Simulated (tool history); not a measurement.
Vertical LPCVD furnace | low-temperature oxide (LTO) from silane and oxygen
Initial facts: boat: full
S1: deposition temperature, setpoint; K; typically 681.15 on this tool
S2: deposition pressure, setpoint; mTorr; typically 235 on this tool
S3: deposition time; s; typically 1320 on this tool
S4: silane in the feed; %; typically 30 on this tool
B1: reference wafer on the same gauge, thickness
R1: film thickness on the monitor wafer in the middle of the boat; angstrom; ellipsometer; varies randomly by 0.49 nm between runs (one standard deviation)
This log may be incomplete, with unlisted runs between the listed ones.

Run 1, hour 0: usual settings; B1 143.04. Result: R1 1810 angstrom.
Run 2, hour 65.2: usual settings but S2 255 mTorr; B1 143.01. Result: R1 1957.4 angstrom.
Run 3, hour 118.2: usual settings but S2 255 mTorr; B1 142.85. Result: R1 1961.8 angstrom.
Run 4, hour 172.5: usual settings but S2 255 mTorr; B1 143.02. Result: R1 1959.3 angstrom.
Run 5, hour 204.1: usual settings but S3 1140 s; B1 143.06. Result: R1 1564.7 angstrom.
Run 6, hour 247.4: usual settings; B1 143.06. Result: R1 1820.3 angstrom.
Run 7, hour 308.7: usual settings; B1 143.03. Result: R1 1816.8 angstrom.
Run 8, hour 353.3: usual settings; B1 142.94. Result: R1 1819.6 angstrom.
Run 9, hour 381.9: usual settings but S3 1650 s; B1 142.83. Result: R1 2275.5 angstrom.
Run 10, hour 448: usual settings but S3 1650 s; B1 143.06. Result: R1 2288.6 angstrom.
Run 11, hour 485.3: usual settings but S3 1650 s; B1 142.96. Result: R1 2272.8 angstrom.
At hour 575.9: gauge calibrated.
Run 12, hour 622.6: usual settings; B1 143.06. Result: R1 1825.2 angstrom.
Run 13, hour 672.3: usual settings but S1 692.15 K, S2 185 mTorr, S4 36 %; B1 143. Result: R1 2110.8 angstrom.
Run 14, hour 741.6: usual settings but S1 669.15 K, S2 250 mTorr, S3 1860 s, S4 26 %; B1 142.94. Result: R1 1911.2 angstrom.
At hour 776.4: thermocouples replaced and temperature profile calibrated.
Run 15, hour 794.6: usual settings but S1 677.15 K; B1 142.93. Result: R1 1724.8 angstrom.
At hour 841.2: pressure gauge zeroed.
Run 16, hour 841.7: usual settings but S4 28 %; B1 143.09. Result: R1 1564.4 angstrom.
Run 17, hour 858.1: usual settings; B1 142.85. Result: R1 1730 angstrom.
Run 18, hour 895: usual settings; B1 142.97. Result: R1 1726.3 angstrom.
At hour 935.7: silane flow controller replaced.
Run 19, hour 953.7: usual settings but S1 677.15 K, S2 260 mTorr, S3 900 s; B1 143.05. Result: R1 1249 angstrom.
Run 20, hour 1001.3: usual settings but S1 692.15 K; B1 143.01. Result: R1 1977.3 angstrom.
Run 21, hour 1039.8: usual settings but S2 195 mTorr, S3 1770 s; B1 143.02. Result: R1 1946.1 angstrom.
Run 22, hour 1083.9: usual settings; B1 142.88. Result: R1 1743.3 angstrom.
Run 23, hour 1127.5: usual settings but S4 26 %; B1 142.95. Result: R1 1420.2 angstrom.
Run 24, hour 1182.6: usual settings but S1 672.15 K, S2 200 mTorr; B1 142.91. Result: R1 1357.1 angstrom.
Run 25, hour 1250: usual settings but S1 673.15 K; B1 142.91. Result: R1 1609.9 angstrom.
Run 26, hour 1277.8: usual settings but S1 672.15 K, S2 205 mTorr, S3 1740 s, S4 33 %; B1 143.15. Result: R1 2099.9 angstrom.
Run 27, hour 1334.8: usual settings but S1 685.15 K; B1 143.01. Result: R1 1846.2 angstrom.
Run 28, hour 1404.7: usual settings; B1 142.96. Result: R1 1778.6 angstrom.
Run 29, hour 1470.4: usual settings but S1 674.15 K, S2 270 mTorr; B1 142.93. Result: R1 1872 angstrom.
Run 30, hour 1514.5: usual settings but S2 190 mTorr; B1 143.04. Result: R1 1444 angstrom.
Run 31, hour 1542.7: usual settings but S1 685.15 K, S3 1440 s; B1 143.02. Result: R1 2030.3 angstrom.

Alternative continuations, all from the tool just after run 31; predict every row:
Run A, hour 1547.1: usual settings but S3 1440 s; B1 ?. Result: R1 ?.
Run B, hour 1547.1: usual settings but S1 674.15 K; B1 ?. Result: R1 ?.
Run C, hour 1547.1: usual settings but S1 686.15 K, S2 185 mTorr; B1 ?. Result: R1 ?.
Run D, hour 1547.1: usual settings but S1 676.15 K, S2 265 mTorr; B1 ?. Result: R1 ?.

run      B1      R1
  A  143.04  1946.3
  B  143.04  1643.9
  C  143.04  1501.1
  D  143.04  1890.5
Had the tool no hidden state, the same runs would have come out as:
run      R1
  A  1874.8
  B  1583.4
  C  1432.5
  D  1828.2
